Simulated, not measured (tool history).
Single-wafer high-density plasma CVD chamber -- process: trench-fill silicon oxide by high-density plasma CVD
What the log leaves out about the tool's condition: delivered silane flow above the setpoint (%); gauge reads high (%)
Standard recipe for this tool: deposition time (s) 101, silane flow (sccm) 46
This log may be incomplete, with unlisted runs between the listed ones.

run   hour  deposition time (s)  silane flow (sccm)  wafers since the last listed run  hours since the silane flow controller was replaced  hours since the gauge calibration  read-back reference wafer on the same gauge, thickness_nm  mean film thickness on the monitor wafer (nm)
  1      0                   95                  46                                 0                                                 3354                               99.7                                                    443.954                                        427.917
  2    8.3                   94                  46                               153                                               3362.3                                108                                                    444.081                                        423.019
  3   47.4                   94                  46                               722                                               3401.4                              147.1                                                    444.001                                        423.359
  4   60.4                  101                  52                               240                                               3414.4                              160.1                                                    443.928                                        513.871
  5   76.9                  101                  42                               305                                               3430.9                              176.6                                                    444.124                                        415.639
      99.2  -- gauge calibrated
  6  109.6                  113                  43                               604                                               3463.6                               10.4                                                    444.113                                        476.714
     118.6  -- silane flow controller replaced
  7  120.5                  113                  43                                53                                                  1.9                               21.3                                                    444.017                                        477.174
  8  128.3                  101                  46                               144                                                  9.7                               29.1                                                    444.001                                        456.211
  9  139.9                   91                  37                               214                                                 21.3                               40.7                                                    443.981                                        331.168
 10  151.1                  107                  41                               207                                                 32.5                               51.9                                                    444.053                                        430.883
 11  167.5                  118                  46                               303                                                 48.9                               68.3                                                    443.901                                        531.814
 12  177.5                  119                  53                               184                                                 58.9                               78.3                                                    444.008                                        616.514
 13  185.2                  101                  46                               142                                                 66.6                                 86                                                    443.967                                        455.705
 14  194.6                  117                  40                               173                                                   76                               95.4                                                    444.069                                         459.14

Here are 4 independent what-if runs from the current tool condition. What would each one return?
  A   195                  101                  46                                 7                                                 76.4                               95.8                                                          ?                                              ?
  B   195                   86                  46                                 7                                                 76.4                               95.8                                                          ?                                              ?
  C   195                   83                  39                                 7                                                 76.4                               95.8                                                          ?                                              ?
  D   195                   83                  46                                 7                                                 76.4                               95.8                                                          ?                                              ?

run  read-back reference wafer on the same gauge, thickness_nm  mean film thickness on the monitor wafer (nm)
  A                                                    444.093                                        456.207
  B                                                    444.093                                        388.453
  C                                                    444.093                                        318.835
  D                                                    444.093                                        374.903
The same runs, with their run-to-run variation unchanged, on a tool lacking any hidden condition would have given:
run  mean film thickness on the monitor wafer (nm)
  A                                        456.207
  B                                        388.453
  C                                        318.835
  D                                        374.903

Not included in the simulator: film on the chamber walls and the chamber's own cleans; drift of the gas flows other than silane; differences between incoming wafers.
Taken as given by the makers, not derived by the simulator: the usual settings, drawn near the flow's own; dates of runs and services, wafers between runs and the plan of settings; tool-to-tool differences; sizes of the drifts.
